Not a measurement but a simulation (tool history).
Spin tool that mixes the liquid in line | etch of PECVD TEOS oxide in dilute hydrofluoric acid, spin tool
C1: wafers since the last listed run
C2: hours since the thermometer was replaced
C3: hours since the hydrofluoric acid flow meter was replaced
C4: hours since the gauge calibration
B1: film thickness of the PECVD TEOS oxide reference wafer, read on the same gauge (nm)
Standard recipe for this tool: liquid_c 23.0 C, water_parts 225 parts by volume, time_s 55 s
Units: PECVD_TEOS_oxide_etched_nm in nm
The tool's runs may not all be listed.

{"run": 1, "hour": 0.0, "liquid_c": 23.0, "water_parts": 225, "time_s": 35, "C1": 0, "C2": 755.8, "C3": 17.2, "C4": 2013.6, "B1": 50.01, "PECVD_TEOS_oxide_etched_nm": 3.59}
{"run": 2, "hour": 42.4, "liquid_c": 23.0, "water_parts": 225, "time_s": 35, "C1": 359, "C2": 798.2, "C3": 59.6, "C4": 2056.0, "B1": 50.02, "PECVD_TEOS_oxide_etched_nm": 3.58}
{"run": 3, "hour": 142.3, "liquid_c": 23.0, "water_parts": 225, "time_s": 55, "C1": 848, "C2": 898.1, "C3": 159.5, "C4": 2155.9, "B1": 50.03, "PECVD_TEOS_oxide_etched_nm": 5.5}
{"run": 4, "hour": 377.9, "liquid_c": 23.0, "water_parts": 225, "time_s": 55, "C1": 2000, "C2": 1133.7, "C3": 395.1, "C4": 2391.5, "B1": 50.03, "PECVD_TEOS_oxide_etched_nm": 5.33}
{"run": 5, "hour": 428.5, "liquid_c": 23.0, "water_parts": 225, "time_s": 55, "C1": 429, "C2": 1184.3, "C3": 445.7, "C4": 2442.1, "B1": 50.01, "PECVD_TEOS_oxide_etched_nm": 5.2}
{"run": 6, "hour": 508.0, "liquid_c": 23.0, "water_parts": 225, "time_s": 55, "C1": 674, "C2": 1263.8, "C3": 525.2, "C4": 2521.6, "B1": 50.03, "PECVD_TEOS_oxide_etched_nm": 5.18}
{"run": 7, "hour": 592.3, "liquid_c": 23.0, "water_parts": 190, "time_s": 55, "C1": 715, "C2": 1348.1, "C3": 609.5, "C4": 2605.9, "B1": 49.98, "PECVD_TEOS_oxide_etched_nm": 6.3}
{"hour": 600.5, "done": "gauge calibrated"}
{"run": 8, "hour": 695.8, "liquid_c": 23.0, "water_parts": 190, "time_s": 55, "C1": 878, "C2": 1451.6, "C3": 713.0, "C4": 95.3, "B1": 50.06, "PECVD_TEOS_oxide_etched_nm": 6.23}
{"hour": 742.4, "done": "hydrofluoric acid flow meter replaced"}
{"run": 9, "hour": 743.7, "liquid_c": 23.0, "water_parts": 255, "time_s": 55, "C1": 398, "C2": 1499.5, "C3": 1.3, "C4": 143.2, "B1": 50.0, "PECVD_TEOS_oxide_etched_nm": 4.72}
{"run": 10, "hour": 840.1, "liquid_c": 23.0, "water_parts": 225, "time_s": 55, "C1": 818, "C2": 1595.9, "C3": 97.7, "C4": 239.6, "B1": 50.01, "PECVD_TEOS_oxide_etched_nm": 5.46}
{"run": 11, "hour": 912.2, "liquid_c": 23.0, "water_parts": 225, "time_s": 70, "C1": 612, "C2": 1668.0, "C3": 169.8, "C4": 311.7, "B1": 50.02, "PECVD_TEOS_oxide_etched_nm": 6.88}
{"run": 12, "hour": 959.5, "liquid_c": 23.0, "water_parts": 225, "time_s": 70, "C1": 401, "C2": 1715.3, "C3": 217.1, "C4": 359.0, "B1": 50.0, "PECVD_TEOS_oxide_etched_nm": 6.87}
{"run": 13, "hour": 1032.6, "liquid_c": 23.0, "water_parts": 225, "time_s": 70, "C1": 620, "C2": 1788.4, "C3": 290.2, "C4": 432.1, "B1": 50.0, "PECVD_TEOS_oxide_etched_nm": 6.76}
{"run": 14, "hour": 1120.2, "liquid_c": 23.0, "water_parts": 225, "time_s": 20, "C1": 743, "C2": 1876.0, "C3": 377.8, "C4": 519.7, "B1": 50.0, "PECVD_TEOS_oxide_etched_nm": 1.92}
{"run": 15, "hour": 1180.0, "liquid_c": 23.0, "water_parts": 190, "time_s": 55, "C1": 507, "C2": 1935.8, "C3": 437.6, "C4": 579.5, "B1": 50.03, "PECVD_TEOS_oxide_etched_nm": 6.5}
{"run": 16, "hour": 1234.5, "liquid_c": 21.0, "water_parts": 225, "time_s": 55, "C1": 462, "C2": 1990.3, "C3": 492.1, "C4": 634.0, "B1": 50.0, "PECVD_TEOS_oxide_etched_nm": 4.78}
{"run": 17, "hour": 1308.8, "liquid_c": 18.0, "water_parts": 280, "time_s": 55, "C1": 630, "C2": 2064.6, "C3": 566.4, "C4": 708.3, "B1": 49.99, "PECVD_TEOS_oxide_etched_nm": 3.23}
{"run": 18, "hour": 1412.0, "liquid_c": 23.0, "water_parts": 225, "time_s": 85, "C1": 876, "C2": 2167.8, "C3": 669.6, "C4": 811.5, "B1": 50.04, "PECVD_TEOS_oxide_etched_nm": 7.75}
{"hour": 1573.4, "done": "hydrofluoric acid flow meter replaced"}
{"hour": 1638.8, "done": "thermometer replaced"}
{"run": 19, "hour": 1664.5, "liquid_c": 24.5, "water_parts": 225, "time_s": 90, "C1": 2126, "C2": 25.7, "C3": 91.1, "C4": 1064.0, "B1": 50.02, "PECVD_TEOS_oxide_etched_nm": 9.42}
{"run": 20, "hour": 1736.7, "liquid_c": 23.0, "water_parts": 290, "time_s": 55, "C1": 612, "C2": 97.9, "C3": 163.3, "C4": 1136.2, "B1": 50.04, "PECVD_TEOS_oxide_etched_nm": 3.98}
{"run": 21, "hour": 1813.7, "liquid_c": 23.0, "water_parts": 145, "time_s": 55, "C1": 653, "C2": 174.9, "C3": 240.3, "C4": 1213.2, "B1": 49.99, "PECVD_TEOS_oxide_etched_nm": 9.17}
{"run": 22, "hour": 1912.9, "liquid_c": 26.5, "water_parts": 185, "time_s": 25, "C1": 842, "C2": 274.1, "C3": 339.5, "C4": 1312.4, "B1": 49.99, "PECVD_TEOS_oxide_etched_nm": 3.52}
{"run": 23, "hour": 2072.7, "liquid_c": 21.5, "water_parts": 225, "time_s": 55, "C1": 1356, "C2": 433.9, "C3": 499.3, "C4": 1472.2, "B1": 49.98, "PECVD_TEOS_oxide_etched_nm": 4.91}
{"run": 24, "hour": 2111.5, "liquid_c": 23.0, "water_parts": 225, "time_s": 65, "C1": 329, "C2": 472.7, "C3": 538.1, "C4": 1511.0, "B1": 49.99, "PECVD_TEOS_oxide_etched_nm": 6.09}
{"run": 25, "hour": 2166.2, "liquid_c": 21.5, "water_parts": 225, "time_s": 90, "C1": 464, "C2": 527.4, "C3": 592.8, "C4": 1565.7, "B1": 50.04, "PECVD_TEOS_oxide_etched_nm": 7.93}
{"run": 26, "hour": 2246.8, "liquid_c": 23.0, "water_parts": 140, "time_s": 45, "C1": 684, "C2": 608.0, "C3": 673.4, "C4": 1646.3, "B1": 49.99, "PECVD_TEOS_oxide_etched_nm": 7.24}
{"hour": 2263.1, "done": "hydrofluoric acid flow meter replaced"}
{"run": 27, "hour": 2345.5, "liquid_c": 27.0, "water_parts": 225, "time_s": 35, "C1": 829, "C2": 706.7, "C3": 82.4, "C4": 1745.0, "B1": 49.99, "PECVD_TEOS_oxide_etched_nm": 4.1}
{"run": 28, "hour": 2443.4, "liquid_c": 18.0, "water_parts": 305, "time_s": 25, "C1": 831, "C2": 804.6, "C3": 180.3, "C4": 1842.9, "B1": 50.0, "PECVD_TEOS_oxide_etched_nm": 1.41}
{"run": 29, "hour": 2508.3, "liquid_c": 23.0, "water_parts": 225, "time_s": 55, "C1": 550, "C2": 869.5, "C3": 245.2, "C4": 1907.8, "B1": 50.0, "PECVD_TEOS_oxide_etched_nm": 5.44}
{"run": 30, "hour": 2583.0, "liquid_c": 23.0, "water_parts": 225, "time_s": 45, "C1": 634, "C2": 944.2, "C3": 319.9, "C4": 1982.5, "B1": 49.99, "PECVD_TEOS_oxide_etched_nm": 4.37}
{"run": 31, "hour": 2682.4, "liquid_c": 23.0, "water_parts": 225, "time_s": 55, "C1": 843, "C2": 1043.6, "C3": 419.3, "C4": 2081.9, "B1": 49.95, "PECVD_TEOS_oxide_etched_nm": 5.23}
{"run": 32, "hour": 2759.4, "liquid_c": 21.0, "water_parts": 180, "time_s": 35, "C1": 653, "C2": 1120.6, "C3": 496.3, "C4": 2158.9, "B1": 50.04, "PECVD_TEOS_oxide_etched_nm": 4.06}
{"run": 33, "hour": 2826.1, "liquid_c": 20.5, "water_parts": 190, "time_s": 40, "C1": 566, "C2": 1187.3, "C3": 563.0, "C4": 2225.6, "B1": 49.99, "PECVD_TEOS_oxide_etched_nm": 4.2}

Describe how what the log doesn't record of the tool's condition differs between the last listed run preceding each entry between runs and the first listed run following it.
Run 7 -> run 8: gauge calibrated (hour 600.5)
  hydrofluoric acid flow below the setpoint (%): 7.48 -> 8.68
  measured less the result without the state, PECVD_TEOS_oxide_etched_nm: -0.62 -> -0.72 nm
Run 8 -> run 9: hydrofluoric acid flow meter replaced (hour 742.4)
  hydrofluoric acid flow below the setpoint (%): 8.68 -> 1.42
  measured less the result without the state, PECVD_TEOS_oxide_etched_nm: -0.72 -> -0.09 nm
Run 18 -> run 19: hydrofluoric acid flow meter replaced (hour 1573.4); thermometer replaced (hour 1638.8)
  hydrofluoric acid flow below the setpoint (%): 9.17 -> 2.3
  measured less the result without the state, PECVD_TEOS_oxide_etched_nm: -0.98 -> -0.27 nm
Run 26 -> run 27: hydrofluoric acid flow meter replaced (hour 2263.1)
  hydrofluoric acid flow below the setpoint (%): 9.05 -> 1.81
  measured less the result without the state, PECVD_TEOS_oxide_etched_nm: -0.85 -> -0.09 nm

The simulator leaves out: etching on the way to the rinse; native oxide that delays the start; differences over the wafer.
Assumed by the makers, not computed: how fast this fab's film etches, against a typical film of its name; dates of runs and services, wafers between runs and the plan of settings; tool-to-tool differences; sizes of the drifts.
